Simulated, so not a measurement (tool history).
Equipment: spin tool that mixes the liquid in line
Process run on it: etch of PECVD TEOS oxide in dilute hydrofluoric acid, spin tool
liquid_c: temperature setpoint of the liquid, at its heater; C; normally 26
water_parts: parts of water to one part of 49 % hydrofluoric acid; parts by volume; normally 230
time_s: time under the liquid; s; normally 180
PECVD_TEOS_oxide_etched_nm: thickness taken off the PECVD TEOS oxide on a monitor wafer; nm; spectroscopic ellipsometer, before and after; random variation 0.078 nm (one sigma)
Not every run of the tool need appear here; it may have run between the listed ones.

run	hour	liquid_c	water_parts	time_s	wafers since the last listed run	hours since the thermometer was replaced	hours since the hydrofluoric acid flow meter was replaced	hours since the gauge calibration	read-back film thickness of the PECVD TEOS oxide reference wafer, read on the same gauge (nm)	PECVD_TEOS_oxide_etched_nm
1	0	26	230	140	0	682.7	451.9	1006.7	119.98	7.75
2	46.5	26	230	140	373	729.2	498.4	1053.2	120	7.79
3	117.9	26	230	140	572	800.6	569.8	1124.6	120.01	7.77
4	203.4	26	230	180	685	886.1	655.3	1210.1	120.01	9.95
5	290.8	26	230	180	701	973.5	742.7	1297.5	120.01	10.09
6	361.2	26	230	180	564	1043.9	813.1	1367.9	120	10.24
7	456.7	26	230	180	766	1139.4	908.6	1463.4	120	10.15
# hour 466.7: thermometer replaced
8	497.9	26	230	180	322	31.2	949.8	1504.6	120.01	10.49
9	566	26	230	180	546	99.3	1017.9	1572.7	119.99	10.74
10	627.5	26	310	180	493	160.8	1079.4	1634.2	119.98	7.18
11	714.3	26	230	235	696	247.6	1166.2	1721	119.99	13.94
12	813.4	26	230	180	794	346.7	1265.3	1820.1	119.99	10.66
13	893.9	26	230	180	645	427.2	1345.8	1900.6	120	10.73
# hour 935: thermometer replaced, repeated, since the last time left the tool worse
14	941.4	26	230	180	373	6.4	1393.3	1948.1	119.99	9.56
15	1014.5	26	230	180	586	79.5	1466.4	2021.2	119.99	9.58
16	1087.3	26	230	180	583	152.3	1539.2	2094	119.99	9.69
17	1174.1	26	230	180	696	239.1	1626	2180.8	119.98	9.65
18	1244.8	26	230	180	567	309.8	1696.7	2251.5	119.98	9.78
# hour 1335: gauge calibrated
19	1429.8	21.5	230	265	1483	494.8	1881.7	94.8	120.01	12.23
20	1486.7	26	230	180	456	551.7	1938.6	151.7	120	9.84
21	1560.8	21	260	90	594	625.8	2012.7	225.8	120.01	3.53
22	1624.6	23.5	230	180	511	689.6	2076.5	289.6	119.99	9.02
23	1667.2	28.5	295	135	341	732.2	2119.1	332.2	120	5.94
24	1751.7	26	230	180	677	816.7	2203.6	416.7	119.99	9.97
25	1828.2	26	230	255	613	893.2	2280.1	493.2	120	14
26	1912.8	26	315	290	678	977.8	2364.7	577.8	119.98	10.69
# hour 1978.4: thermometer replaced
27	1996.1	22	195	180	660	17.7	2448	661.1	119.99	10.1
# hour 2007.1: hydrofluoric acid flow meter replaced
28	2058.2	26	230	180	490	79.8	51.1	723.2	120.03	9.63
29	2148	26	230	180	720	169.6	140.9	813	119.99	9.75
30	2215.5	26	130	245	541	237.1	208.4	880.5	120.03	26.56
31	2527.5	26	230	180	2502	549.1	520.4	1192.5	119.98	9.87
32	2572.6	28.5	285	140	361	594.2	565.5	1237.6	120.01	6.37
33	2675.2	26	300	180	823	696.8	668.1	1340.2	120	7.07

Measured less the same run without the tool's hidden state. The same run-to-run variation is in both; the gauge's scatter may not be:
The tool's hidden condition here consists of: liquid hotter than its thermometer reads (K); hydrofluoric acid flow below the setpoint (%); gauge reads high (%).
run	PECVD_TEOS_oxide_etched_nm
1	+0.27
2	+0.29
3	+0.31
4	+0.44
5	+0.48
6	+0.52
7	+0.54
8	+0.96
9	+1.01
10	+0.66
11	+1.38
12	+1.09
13	+1.13
14	+0.01
15	+0.04
16	+0.06
17	+0.1
18	+0.13
19	+0.26
20	+0.23
21	+0.09
22	+0.27
23	+0.17
24	+0.34
25	+0.52
26	+0.41
27	+0.06
28	+0.09
29	+0.13
30	+0.44
31	+0.28
32	+0.18
33	+0.23
